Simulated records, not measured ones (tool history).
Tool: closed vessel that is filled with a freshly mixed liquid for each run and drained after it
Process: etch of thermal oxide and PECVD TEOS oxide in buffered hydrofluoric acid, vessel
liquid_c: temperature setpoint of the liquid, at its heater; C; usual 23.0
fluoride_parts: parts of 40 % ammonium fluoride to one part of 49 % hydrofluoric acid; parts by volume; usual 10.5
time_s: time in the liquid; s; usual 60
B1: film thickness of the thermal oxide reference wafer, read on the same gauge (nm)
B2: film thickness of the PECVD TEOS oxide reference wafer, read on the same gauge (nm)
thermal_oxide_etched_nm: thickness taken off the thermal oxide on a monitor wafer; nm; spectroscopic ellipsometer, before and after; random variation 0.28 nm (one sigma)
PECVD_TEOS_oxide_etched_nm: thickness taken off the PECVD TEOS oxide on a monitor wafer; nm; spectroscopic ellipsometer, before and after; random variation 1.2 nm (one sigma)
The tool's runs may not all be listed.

{"run": 1, "day": 0.0, "liquid_c": 23.0, "fluoride_parts": 9.5, "time_s": 85, "B1": 140.01, "B2": 100.04, "thermal_oxide_etched_nm": 94.88, "PECVD_TEOS_oxide_etched_nm": 289.41}
{"run": 2, "day": 1.921, "liquid_c": 23.0, "fluoride_parts": 10.5, "time_s": 85, "B1": 140.0, "B2": 99.98, "thermal_oxide_etched_nm": 88.52, "PECVD_TEOS_oxide_etched_nm": 270.23}
{"run": 3, "day": 4.529, "liquid_c": 23.0, "fluoride_parts": 10.5, "time_s": 85, "B1": 140.01, "B2": 100.02, "thermal_oxide_etched_nm": 89.06, "PECVD_TEOS_oxide_etched_nm": 273.4}
{"run": 4, "day": 6.575, "liquid_c": 23.0, "fluoride_parts": 10.5, "time_s": 60, "B1": 140.02, "B2": 99.98, "thermal_oxide_etched_nm": 63.18, "PECVD_TEOS_oxide_etched_nm": 193.21}
{"run": 5, "day": 9.162, "liquid_c": 23.0, "fluoride_parts": 10.5, "time_s": 60, "B1": 140.02, "B2": 99.99, "thermal_oxide_etched_nm": 62.59, "PECVD_TEOS_oxide_etched_nm": 192.83}
{"day": 10.492, "done": "gauge calibrated"}
{"run": 6, "day": 11.971, "liquid_c": 23.0, "fluoride_parts": 10.5, "time_s": 60, "B1": 140.02, "B2": 100.0, "thermal_oxide_etched_nm": 63.03, "PECVD_TEOS_oxide_etched_nm": 190.52}
{"run": 7, "day": 16.408, "liquid_c": 19.0, "fluoride_parts": 14.5, "time_s": 85, "B1": 140.01, "B2": 99.99, "thermal_oxide_etched_nm": 52.22, "PECVD_TEOS_oxide_etched_nm": 157.8}
{"run": 8, "day": 17.962, "liquid_c": 25.0, "fluoride_parts": 14.5, "time_s": 35, "B1": 140.0, "B2": 100.0, "thermal_oxide_etched_nm": 30.25, "PECVD_TEOS_oxide_etched_nm": 91.95}
{"run": 9, "day": 19.812, "liquid_c": 20.5, "fluoride_parts": 10.5, "time_s": 60, "B1": 140.03, "B2": 99.97, "thermal_oxide_etched_nm": 55.2, "PECVD_TEOS_oxide_etched_nm": 168.17}
{"run": 10, "day": 22.1, "liquid_c": 24.5, "fluoride_parts": 10.5, "time_s": 60, "B1": 140.0, "B2": 100.0, "thermal_oxide_etched_nm": 69.38, "PECVD_TEOS_oxide_etched_nm": 210.56}
{"run": 11, "day": 24.496, "liquid_c": 25.0, "fluoride_parts": 7.5, "time_s": 30, "B1": 139.97, "B2": 99.95, "thermal_oxide_etched_nm": 48.82, "PECVD_TEOS_oxide_etched_nm": 148.77}
{"run": 12, "day": 26.075, "liquid_c": 23.0, "fluoride_parts": 13.5, "time_s": 30, "B1": 139.97, "B2": 100.0, "thermal_oxide_etched_nm": 24.81, "PECVD_TEOS_oxide_etched_nm": 75.4}
{"day": 26.533, "done": "thermometer replaced"}
{"run": 13, "day": 28.342, "liquid_c": 27.5, "fluoride_parts": 10.5, "time_s": 40, "B1": 140.01, "B2": 100.0, "thermal_oxide_etched_nm": 53.92, "PECVD_TEOS_oxide_etched_nm": 164.46}
{"run": 14, "day": 29.792, "liquid_c": 26.0, "fluoride_parts": 11.5, "time_s": 75, "B1": 140.01, "B2": 100.01, "thermal_oxide_etched_nm": 85.42, "PECVD_TEOS_oxide_etched_nm": 262.74}
{"run": 15, "day": 31.238, "liquid_c": 25.5, "fluoride_parts": 7.5, "time_s": 75, "B1": 140.0, "B2": 100.05, "thermal_oxide_etched_nm": 125.81, "PECVD_TEOS_oxide_etched_nm": 383.49}
{"run": 16, "day": 33.85, "liquid_c": 23.0, "fluoride_parts": 10.5, "time_s": 60, "B1": 140.02, "B2": 100.01, "thermal_oxide_etched_nm": 64.82, "PECVD_TEOS_oxide_etched_nm": 197.41}
{"day": 39.567, "done": "hydrofluoric acid flow meter replaced"}
{"run": 17, "day": 41.938, "liquid_c": 26.5, "fluoride_parts": 9.5, "time_s": 30, "B1": 139.99, "B2": 100.01, "thermal_oxide_etched_nm": 40.25, "PECVD_TEOS_oxide_etched_nm": 122.98}
{"run": 18, "day": 43.083, "liquid_c": 26.5, "fluoride_parts": 14.0, "time_s": 35, "B1": 139.99, "B2": 99.97, "thermal_oxide_etched_nm": 32.86, "PECVD_TEOS_oxide_etched_nm": 101.08}
{"run": 19, "day": 45.679, "liquid_c": 27.0, "fluoride_parts": 10.5, "time_s": 40, "B1": 140.01, "B2": 100.01, "thermal_oxide_etched_nm": 51.47, "PECVD_TEOS_oxide_etched_nm": 156.77}
{"run": 20, "day": 47.496, "liquid_c": 23.0, "fluoride_parts": 10.5, "time_s": 60, "B1": 140.03, "B2": 100.01, "thermal_oxide_etched_nm": 62.13, "PECVD_TEOS_oxide_etched_nm": 190.13}
{"run": 21, "day": 48.996, "liquid_c": 23.0, "fluoride_parts": 10.5, "time_s": 60, "B1": 140.0, "B2": 100.01, "thermal_oxide_etched_nm": 62.29, "PECVD_TEOS_oxide_etched_nm": 190.37}

The next listed run, before its measurement:
{"run": 22, "day": 51.717, "liquid_c": 27.5, "fluoride_parts": 7.5, "time_s": 70, "B1": "?", "B2": "?", "thermal_oxide_etched_nm": "?", "PECVD_TEOS_oxide_etched_nm": "?"}

Run 22 gave B1 140.00, B2 99.99, thermal_oxide_etched_nm 126.64 nm, PECVD_TEOS_oxide_etched_nm 390.47 nm.
Without the tool's hidden state the same run would have given thermal_oxide_etched_nm 124.56 nm, PECVD_TEOS_oxide_etched_nm 384.07 nm.
